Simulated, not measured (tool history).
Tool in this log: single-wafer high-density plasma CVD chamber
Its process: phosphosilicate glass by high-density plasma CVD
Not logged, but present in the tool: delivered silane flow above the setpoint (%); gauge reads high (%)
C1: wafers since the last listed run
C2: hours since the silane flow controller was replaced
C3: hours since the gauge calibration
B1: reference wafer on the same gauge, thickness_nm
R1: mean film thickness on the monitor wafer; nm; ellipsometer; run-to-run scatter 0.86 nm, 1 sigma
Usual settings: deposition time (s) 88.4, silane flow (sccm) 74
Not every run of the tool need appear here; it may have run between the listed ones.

run 1 hour=0.0 | deposition_time_(s)=88.4 silane_flow_(sccm)=74 | C1=0 C2=3152.9 C3=71.6 | B1=517.228 | R1=577.176
run 2 hour=15.6 | deposition_time_(s)=88.4 silane_flow_(sccm)=74 | C1=268 C2=3168.5 C3=87.2 | B1=516.952 | R1=574.841
run 3 hour=26.5 | deposition_time_(s)=88.4 silane_flow_(sccm)=85 | C1=187 C2=3179.4 C3=98.1 | B1=516.499 | R1=663.041
run 4 hour=36.6 | deposition_time_(s)=81.4 silane_flow_(sccm)=74 | C1=173 C2=3189.5 C3=108.2 | B1=516.888 | R1=530.383
-- hour=37.3 gauge calibrated
run 5 hour=51.1 | deposition_time_(s)=88.4 silane_flow_(sccm)=74 | C1=249 C2=3204.0 C3=13.8 | B1=516.713 | R1=575.384
run 6 hour=64.1 | deposition_time_(s)=88.4 silane_flow_(sccm)=66 | C1=223 C2=3217.0 C3=26.8 | B1=516.880 | R1=512.481
-- hour=78.9 silane flow controller replaced
run 7 hour=80.1 | deposition_time_(s)=88.4 silane_flow_(sccm)=74 | C1=137 C2=1.2 C3=42.8 | B1=516.838 | R1=575.357
run 8 hour=97.3 | deposition_time_(s)=88.4 silane_flow_(sccm)=74 | C1=295 C2=18.4 C3=60.0 | B1=517.186 | R1=575.795
run 9 hour=107.8 | deposition_time_(s)=88.4 silane_flow_(sccm)=74 | C1=180 C2=28.9 C3=70.5 | B1=517.133 | R1=576.510
run 10 hour=115.4 | deposition_time_(s)=88.4 silane_flow_(sccm)=74 | C1=130 C2=36.5 C3=78.1 | B1=517.185 | R1=575.958
run 11 hour=126.9 | deposition_time_(s)=88.4 silane_flow_(sccm)=86 | C1=197 C2=48.0 C3=89.6 | B1=516.912 | R1=670.443
run 12 hour=135.6 | deposition_time_(s)=88.4 silane_flow_(sccm)=74 | C1=149 C2=56.7 C3=98.3 | B1=516.830 | R1=574.893
-- hour=144.9 gauge calibrated
run 13 hour=149.9 | deposition_time_(s)=82.9 silane_flow_(sccm)=81 | C1=246 C2=71.0 C3=5.0 | B1=516.844 | R1=590.686
run 14 hour=163.1 | deposition_time_(s)=88.4 silane_flow_(sccm)=61 | C1=227 C2=84.2 C3=18.2 | B1=516.984 | R1=473.872
run 15 hour=176.4 | deposition_time_(s)=73.2 silane_flow_(sccm)=87 | C1=228 C2=97.5 C3=31.5 | B1=517.132 | R1=560.894
run 16 hour=186.5 | deposition_time_(s)=77.2 silane_flow_(sccm)=70 | C1=173 C2=107.6 C3=41.6 | B1=517.038 | R1=476.523
run 17 hour=195.1 | deposition_time_(s)=76.1 silane_flow_(sccm)=61 | C1=147 C2=116.2 C3=50.2 | B1=517.161 | R1=408.848
run 18 hour=208.4 | deposition_time_(s)=88.4 silane_flow_(sccm)=63 | C1=228 C2=129.5 C3=63.5 | B1=517.040 | R1=491.024

What the log doesn't show, run by run:
delivered silane flow above the setpoint (%): 0 on each run
gauge reads high (%): 0 on each run

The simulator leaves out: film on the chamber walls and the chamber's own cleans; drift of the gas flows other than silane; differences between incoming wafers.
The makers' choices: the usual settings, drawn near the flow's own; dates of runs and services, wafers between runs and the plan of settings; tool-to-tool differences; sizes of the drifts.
